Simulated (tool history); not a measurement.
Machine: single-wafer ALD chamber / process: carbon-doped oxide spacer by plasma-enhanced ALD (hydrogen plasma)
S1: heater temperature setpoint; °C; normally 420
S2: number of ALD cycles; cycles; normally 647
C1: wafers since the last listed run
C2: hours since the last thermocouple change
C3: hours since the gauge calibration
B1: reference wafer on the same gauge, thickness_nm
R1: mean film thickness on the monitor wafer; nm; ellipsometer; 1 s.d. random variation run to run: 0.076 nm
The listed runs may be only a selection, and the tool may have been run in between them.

| run | day | S1 | S2 | C1 | C2 | C3 | B1 | R1 |
|---|---|---|---|---|---|---|---|---|
| 1 | 0 | 420 | 647 | 0 | 1348.2 | 5.3 | 33.406 | 30.49 |
| 2 | 0.492 | 420 | 647 | 9 | 1360 | 17.1 | 33.437 | 30.773 |
| 3 | 0.95 | 420 | 744 | 8 | 1371 | 28.1 | 33.385 | 35.071 |
| 4 | 1.55 | 420 | 744 | 11 | 1385.4 | 42.5 | 33.405 | 35.229 |
| 5 | 2.054 | 420 | 733 | 9 | 1397.5 | 54.6 | 33.385 | 34.518 |
| 6 | 2.45 | 420 | 733 | 7 | 1407 | 64.1 | 33.406 | 34.497 |
| 7 | 2.862 | 420 | 733 | 7 | 1416.9 | 74 | 33.405 | 34.781 |
| 8 | 3.375 | 425 | 647 | 9 | 1429.2 | 86.3 | 33.405 | 30.017 |
| 9 | 3.662 | 425 | 647 | 5 | 1436.1 | 93.2 | 33.389 | 30.081 |
| 10 | 4.308 | 420 | 647 | 12 | 1451.6 | 108.7 | 33.402 | 30.738 |
| 11 | 5.017 | 420 | 647 | 13 | 1468.6 | 125.7 | 33.391 | 30.533 |
| 12 | 5.612 | 409 | 536 | 11 | 1482.9 | 140 | 33.403 | 26.331 |
| 13 | 6.129 | 414 | 567 | 9 | 1495.3 | 152.4 | 33.388 | 27.391 |
| 14 | 6.396 | 430 | 683 | 5 | 1501.7 | 158.8 | 33.399 | 31.233 |
| 15 | 6.992 | 420 | 647 | 11 | 1516 | 173.1 | 33.413 | 30.689 |
|  | 7.442 | gauge calibrated |
| 16 | 7.508 | 409 | 536 | 9 | 1528.4 | 1.6 | 33.452 | 26.344 |
| 17 | 8.008 | 411 | 560 | 9 | 1540.4 | 13.6 | 33.356 | 27.414 |
|  | 8.575 | thermocouple changed; heater temperature recalibrated |
| 18 | 8.596 | 428 | 647 | 4 | 0.5 | 27.7 | 33.355 | 29.705 |
| 19 | 9.438 | 430 | 684 | 15 | 20.7 | 47.9 | 33.429 | 31.219 |
| 20 | 10.038 | 409 | 647 | 11 | 35.1 | 62.3 | 33.414 | 31.745 |
| 21 | 11.171 | 428 | 536 | 21 | 62.3 | 89.5 | 33.386 | 24.576 |
| 22 | 11.588 | 420 | 647 | 7 | 72.3 | 99.5 | 33.373 | 30.469 |
| 23 | 12.062 | 406 | 570 | 8 | 83.7 | 110.9 | 33.405 | 28.279 |

Forecast each of these 5 alternatives for the next run:
| A | 12.121 | 420 | 647 | 1 | 85.1 | 112.3 | ? | ? |
| B | 12.121 | 430 | 647 | 1 | 85.1 | 112.3 | ? | ? |
| C | 12.121 | 415 | 558 | 1 | 85.1 | 112.3 | ? | ? |
| D | 12.121 | 433 | 590 | 1 | 85.1 | 112.3 | ? | ? |
| E | 12.121 | 420 | 757 | 1 | 85.1 | 112.3 | ? | ? |

| run | B1 | R1 |
|---|---|---|
| A | 33.368 | 30.615 |
| B | 33.368 | 29.501 |
| C | 33.368 | 26.884 |
| D | 33.368 | 26.597 |
| E | 33.368 | 35.82 |
The same runs, with their run-to-run variation unchanged, on a tool lacking any hidden condition would have given:
| run | R1 |
|---|---|
| A | 30.615 |
| B | 29.501 |
| C | 26.884 |
| D | 26.597 |
| E | 35.82 |

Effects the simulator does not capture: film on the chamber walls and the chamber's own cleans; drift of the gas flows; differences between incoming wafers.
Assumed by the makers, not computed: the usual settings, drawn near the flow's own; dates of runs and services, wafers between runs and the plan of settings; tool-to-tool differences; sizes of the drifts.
